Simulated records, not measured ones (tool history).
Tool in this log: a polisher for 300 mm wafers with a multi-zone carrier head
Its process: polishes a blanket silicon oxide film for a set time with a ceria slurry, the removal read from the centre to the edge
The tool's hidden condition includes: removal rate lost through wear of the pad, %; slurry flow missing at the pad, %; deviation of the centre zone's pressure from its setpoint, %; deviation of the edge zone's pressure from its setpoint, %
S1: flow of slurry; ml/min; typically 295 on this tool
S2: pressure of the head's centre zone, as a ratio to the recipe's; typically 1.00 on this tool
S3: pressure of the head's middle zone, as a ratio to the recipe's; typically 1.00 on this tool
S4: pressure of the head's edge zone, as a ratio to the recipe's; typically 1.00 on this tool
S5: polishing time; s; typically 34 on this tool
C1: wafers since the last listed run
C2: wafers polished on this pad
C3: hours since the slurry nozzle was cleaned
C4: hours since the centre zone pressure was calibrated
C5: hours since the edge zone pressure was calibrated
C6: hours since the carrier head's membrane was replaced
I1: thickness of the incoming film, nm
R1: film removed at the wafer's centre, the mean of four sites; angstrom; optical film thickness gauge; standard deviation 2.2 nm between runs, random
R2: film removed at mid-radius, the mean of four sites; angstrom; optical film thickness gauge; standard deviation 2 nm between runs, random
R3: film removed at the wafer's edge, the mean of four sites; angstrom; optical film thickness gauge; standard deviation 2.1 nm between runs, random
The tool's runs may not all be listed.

run,hour,S1,S2,S3,S4,S5,C1,C2,C3,C4,C5,C6,I1,R1,R2,R3
1,0.0,295,1.00,0.92,1.00,34,0,57,406.0,18.0,524.6,1304.8,1673.1,2139,1953,2195
# hour 43.9: slurry nozzle cleaned
# hour 44.3: carrier head's membrane replaced by a new one
2,105.7,295,1.00,0.92,1.00,34,964,1022,61.8,123.7,630.3,61.4,1678.9,2104,1902,2119
# hour 205.5: worn pad replaced by a new one
3,206.6,295,1.00,1.00,1.00,34,895,9,162.7,224.6,731.2,162.3,1676.3,2258,2241,2330
# hour 210.7: edge zone pressure recalibrated
4,223.3,295,1.00,1.00,1.00,34,135,145,179.4,241.3,12.6,179.0,1659.2,2228,2188,2254
5,257.0,205,1.00,1.00,1.00,43,311,457,213.1,275.0,46.3,212.7,1691.1,2512,2499,2603
6,291.7,350,1.08,1.07,1.06,34,320,778,247.8,309.7,81.0,247.4,1685.6,2245,2220,2221
7,315.1,295,0.96,1.00,1.00,26,216,994,271.2,333.1,104.4,270.8,1682.5,1502,1572,1602
8,337.7,295,1.00,1.00,0.94,34,208,1203,293.8,355.7,127.0,293.4,1691.6,2030,1993,2009
9,352.6,260,0.96,1.11,1.00,44,137,1341,308.7,370.6,141.9,308.3,1682.8,2425,2737,2617
10,385.6,295,1.00,1.00,1.00,34,305,1646,341.7,403.6,174.9,341.3,1678.9,1975,1934,2024
# hour 391.5: centre zone pressure recalibrated
# hour 403.4: slurry nozzle cleaned
11,406.2,295,1.09,1.00,1.00,24,162,1809,2.8,14.7,195.5,361.9,1676.9,1573,1441,1471
# hour 411.2: worn pad replaced by a new one
12,435.8,380,0.95,0.95,0.90,34,236,227,32.4,44.3,225.1,391.5,1716.4,2176,2111,2137

Run 13, settings as shown, results not yet in. Your forecast:
13,448.5,225,1.00,0.90,1.00,34,117,345,45.1,57.0,237.8,404.2,1677.0,?,?,?

Run 13 gave R1 2087 angstrom, R2 1868 angstrom, R3 2136 angstrom.
Minus the tool's unlogged condition, the same run would have read R1 2232 angstrom, R2 1996 angstrom, R3 2282 angstrom.
